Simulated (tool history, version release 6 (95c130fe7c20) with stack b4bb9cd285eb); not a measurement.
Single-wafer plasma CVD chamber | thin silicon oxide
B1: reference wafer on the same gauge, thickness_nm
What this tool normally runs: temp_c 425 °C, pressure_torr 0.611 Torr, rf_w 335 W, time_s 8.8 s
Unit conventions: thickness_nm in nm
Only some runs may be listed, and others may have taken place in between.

{"run": 1, "hour": 0.0, "temp_c": 425, "pressure_torr": 0.611, "rf_w": 295, "time_s": 8.8, "B1": 13.708, "thickness_nm": 11.23}
{"run": 2, "hour": 35.9, "temp_c": 425, "pressure_torr": 0.611, "rf_w": 295, "time_s": 8.8, "B1": 13.72, "thickness_nm": 11.235}
{"run": 3, "hour": 90.7, "temp_c": 425, "pressure_torr": 0.611, "rf_w": 300, "time_s": 8.8, "B1": 13.71, "thickness_nm": 11.266}
{"run": 4, "hour": 148.0, "temp_c": 425, "pressure_torr": 0.611, "rf_w": 300, "time_s": 8.8, "B1": 13.688, "thickness_nm": 11.299}
{"run": 5, "hour": 175.4, "temp_c": 425, "pressure_torr": 0.611, "rf_w": 300, "time_s": 8.8, "B1": 13.708, "thickness_nm": 11.245}
{"run": 6, "hour": 219.1, "temp_c": 425, "pressure_torr": 0.611, "rf_w": 335, "time_s": 8.8, "B1": 13.695, "thickness_nm": 11.689}
{"hour": 229.7, "done": "gauge calibrated"}
{"run": 7, "hour": 285.3, "temp_c": 425, "pressure_torr": 0.611, "rf_w": 335, "time_s": 8.8, "B1": 13.687, "thickness_nm": 11.76}
{"run": 8, "hour": 343.5, "temp_c": 425, "pressure_torr": 0.611, "rf_w": 335, "time_s": 8.8, "B1": 13.708, "thickness_nm": 11.685}
{"run": 9, "hour": 376.7, "temp_c": 425, "pressure_torr": 0.611, "rf_w": 335, "time_s": 8.8, "B1": 13.688, "thickness_nm": 11.695}
{"hour": 406.4, "done": "showerhead replaced"}
{"run": 10, "hour": 444.2, "temp_c": 425, "pressure_torr": 0.611, "rf_w": 290, "time_s": 8.8, "B1": 13.684, "thickness_nm": 11.037}
{"run": 11, "hour": 486.3, "temp_c": 436, "pressure_torr": 0.721, "rf_w": 375, "time_s": 9.45, "B1": 13.704, "thickness_nm": 15.05}
{"run": 12, "hour": 513.4, "temp_c": 431, "pressure_torr": 0.74, "rf_w": 380, "time_s": 10.45, "B1": 13.706, "thickness_nm": 17.163}
{"run": 13, "hour": 549.4, "temp_c": 430, "pressure_torr": 0.569, "rf_w": 275, "time_s": 10.02, "B1": 13.696, "thickness_nm": 11.459}
{"run": 14, "hour": 581.7, "temp_c": 421, "pressure_torr": 0.611, "rf_w": 300, "time_s": 8.8, "B1": 13.693, "thickness_nm": 11.147}
{"hour": 592.9, "done": "thermocouple changed; heater temperature recalibrated"}
{"run": 15, "hour": 632.0, "temp_c": 425, "pressure_torr": 0.611, "rf_w": 335, "time_s": 8.8, "B1": 13.699, "thickness_nm": 11.694}
{"run": 16, "hour": 657.4, "temp_c": 413, "pressure_torr": 0.611, "rf_w": 335, "time_s": 7.47, "B1": 13.705, "thickness_nm": 10.019}
{"run": 17, "hour": 691.0, "temp_c": 425, "pressure_torr": 0.611, "rf_w": 335, "time_s": 8.8, "B1": 13.7, "thickness_nm": 11.62}
{"run": 18, "hour": 733.8, "temp_c": 416, "pressure_torr": 0.611, "rf_w": 355, "time_s": 8.8, "B1": 13.688, "thickness_nm": 11.945}
{"run": 19, "hour": 782.8, "temp_c": 436, "pressure_torr": 0.532, "rf_w": 300, "time_s": 9.43, "B1": 13.689, "thickness_nm": 10.469}
{"hour": 826.2, "done": "capacitance manometer re-zeroed and calibrated"}
{"run": 20, "hour": 826.7, "temp_c": 435, "pressure_torr": 0.729, "rf_w": 335, "time_s": 7.57, "B1": 13.715, "thickness_nm": 12.273}
{"hour": 887.9, "done": "RF generator calibrated"}
{"run": 21, "hour": 888.4, "temp_c": 425, "pressure_torr": 0.611, "rf_w": 365, "time_s": 8.8, "B1": 13.701, "thickness_nm": 12.665}
{"run": 22, "hour": 922.7, "temp_c": 421, "pressure_torr": 0.611, "rf_w": 300, "time_s": 8.8, "B1": 13.705, "thickness_nm": 11.649}
{"run": 23, "hour": 993.9, "temp_c": 438, "pressure_torr": 0.54, "rf_w": 395, "time_s": 9.76, "B1": 13.7, "thickness_nm": 12.635}
{"run": 24, "hour": 1053.0, "temp_c": 431, "pressure_torr": 0.74, "rf_w": 380, "time_s": 10.45, "B1": 13.69, "thickness_nm": 17.431}
{"run": 25, "hour": 1077.2, "temp_c": 413, "pressure_torr": 0.611, "rf_w": 295, "time_s": 10.31, "B1": 13.709, "thickness_nm": 13.457}
{"run": 26, "hour": 1138.6, "temp_c": 421, "pressure_torr": 0.611, "rf_w": 300, "time_s": 8.8, "B1": 13.696, "thickness_nm": 11.475}
{"run": 27, "hour": 1206.0, "temp_c": 425, "pressure_torr": 0.611, "rf_w": 335, "time_s": 8.8, "B1": 13.694, "thickness_nm": 11.905}
{"run": 28, "hour": 1239.6, "temp_c": 421, "pressure_torr": 0.496, "rf_w": 380, "time_s": 9.35, "B1": 13.71, "thickness_nm": 11.01}

Forecast each of these 5 alternatives for the next run:
{"run": "A", "hour": 1240.0, "temp_c": 425, "pressure_torr": 0.611, "rf_w": 335, "time_s": 8.8, "B1": "?", "thickness_nm": "?"}
{"run": "B", "hour": 1240.0, "temp_c": 414, "pressure_torr": 0.71, "rf_w": 400, "time_s": 7.86, "B1": "?", "thickness_nm": "?"}
{"run": "C", "hour": 1240.0, "temp_c": 416, "pressure_torr": 0.611, "rf_w": 280, "time_s": 8.8, "B1": "?", "thickness_nm": "?"}
{"run": "D", "hour": 1240.0, "temp_c": 438, "pressure_torr": 0.611, "rf_w": 335, "time_s": 8.8, "B1": "?", "thickness_nm": "?"}
{"run": "E", "hour": 1240.0, "temp_c": 419, "pressure_torr": 0.611, "rf_w": 295, "time_s": 10.46, "B1": "?", "thickness_nm": "?"}

run=A B1=13.684 thickness_nm=11.881
run=B B1=13.684 thickness_nm=13.06
run=C B1=13.684 thickness_nm=11.127
run=D B1=13.684 thickness_nm=11.768
run=E B1=13.684 thickness_nm=13.481
Take away the tool's hidden state, keep each run's random variation, and the runs would have read:
run=A thickness_nm=12.399
run=B thickness_nm=13.62
run=C thickness_nm=11.612
run=D thickness_nm=12.281
run=E thickness_nm=14.068

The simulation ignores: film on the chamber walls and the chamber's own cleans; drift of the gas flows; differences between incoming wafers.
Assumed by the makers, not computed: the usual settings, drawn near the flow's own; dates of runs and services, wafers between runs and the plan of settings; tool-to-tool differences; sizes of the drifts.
